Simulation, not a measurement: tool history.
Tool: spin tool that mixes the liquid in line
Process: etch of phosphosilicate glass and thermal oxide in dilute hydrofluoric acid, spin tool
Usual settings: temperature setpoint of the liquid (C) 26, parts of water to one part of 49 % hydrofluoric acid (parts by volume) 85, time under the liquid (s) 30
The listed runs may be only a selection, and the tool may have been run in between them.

| run | hour | temperature setpoint of the liquid (C) | parts of water to one part of 49 % hydrofluoric acid (parts by volume) | time under the liquid (s) | wafers since the last listed run | hours since the thermometer was replaced | hours since the hydrofluoric acid flow meter was replaced | hours since the gauge calibration | read-back film thickness of the phosphosilicate glass reference wafer, read on the same gauge (nm) | read-back film thickness of the thermal oxide reference wafer, read on the same gauge (nm) | thickness taken off the phosphosilicate glass on a monitor wafer (Å) | thickness taken off the thermal oxide on a monitor wafer (Å) |
|---|---|---|---|---|---|---|---|---|---|---|---|---|
| 1 | 0 | 26 | 85 | 30 | 0 | 2459.9 | 1335.9 | 1124.3 | 90.01 | 100.002 | 648.6 | 17.1 |
| 2 | 28.1 | 26 | 85 | 30 | 292 | 2488 | 1364 | 1152.4 | 89.98 | 100.05 | 646 | 16.73 |
| 3 | 53.3 | 29.5 | 85 | 30 | 262 | 2513.2 | 1389.2 | 1177.6 | 89.98 | 100.017 | 738.1 | 20.08 |
| 4 | 108.9 | 29.5 | 85 | 30 | 578 | 2568.8 | 1444.8 | 1233.2 | 90 | 99.998 | 740.9 | 18.82 |
| 5 | 159.7 | 22 | 85 | 20 | 528 | 2619.6 | 1495.6 | 1284 | 89.96 | 99.978 | 368.8 | 9.58 |
| 6 | 194.3 | 26 | 85 | 30 | 360 | 2654.2 | 1530.2 | 1318.6 | 89.98 | 100.004 | 651.9 | 16.57 |
| 7 | 235.9 | 26 | 85 | 30 | 433 | 2695.8 | 1571.8 | 1360.2 | 90.03 | 100.005 | 659.1 | 16.9 |
| 8 | 279.4 | 26 | 75 | 40 | 452 | 2739.3 | 1615.3 | 1403.7 | 90.01 | 99.965 | 993 | 25.17 |
|  | 348 | gauge calibrated |
| 9 | 349.8 | 28.5 | 55 | 50 | 732 | 2809.7 | 1685.7 | 1.8 | 89.95 | 99.992 | 1942.2 | 50.11 |
| 10 | 385.6 | 21.5 | 85 | 30 | 372 | 2845.5 | 1721.5 | 37.6 | 89.99 | 99.978 | 541.6 | 14.24 |
| 11 | 448.9 | 24.5 | 105 | 40 | 658 | 2908.8 | 1784.8 | 100.9 | 90.02 | 100.031 | 641 | 16.9 |
|  | 470 | thermometer replaced |
| 12 | 623.1 | 29 | 60 | 15 | 1802 | 153.1 | 1959 | 275.1 | 90.01 | 99.982 | 537.1 | 14.09 |
| 13 | 666.1 | 30.5 | 65 | 20 | 447 | 196.1 | 2002 | 318.1 | 90 | 99.996 | 692.6 | 18.05 |
| 14 | 705.9 | 29.5 | 45 | 50 | 414 | 235.9 | 2041.8 | 357.9 | 89.98 | 100.034 | 2469.1 | 64.13 |
| 15 | 754.5 | 21.5 | 85 | 20 | 505 | 284.5 | 2090.4 | 406.5 | 90.01 | 100.005 | 362.7 | 9.19 |
| 16 | 824.7 | 26 | 85 | 30 | 730 | 354.7 | 2160.6 | 476.7 | 90 | 99.972 | 651.8 | 16.98 |

The next listed run, before its measurement:
| 17 | 855.9 | 26 | 85 | 40 | 324 | 385.9 | 2191.8 | 507.9 | ? | ? | ? | ? |

Run 17 yielded read-back film thickness of the phosphosilicate glass reference wafer, read on the same gauge (nm) 90.03, read-back film thickness of the thermal oxide reference wafer, read on the same gauge (nm) 99.98, thickness taken off the phosphosilicate glass on a monitor wafer (Å) 864.9, thickness taken off the thermal oxide on a monitor wafer (Å) 22.46.
The same run, on a tool lacking any hidden state, would have yielded thickness taken off the phosphosilicate glass on a monitor wafer (Å) 864.9, thickness taken off the thermal oxide on a monitor wafer (Å) 22.46.

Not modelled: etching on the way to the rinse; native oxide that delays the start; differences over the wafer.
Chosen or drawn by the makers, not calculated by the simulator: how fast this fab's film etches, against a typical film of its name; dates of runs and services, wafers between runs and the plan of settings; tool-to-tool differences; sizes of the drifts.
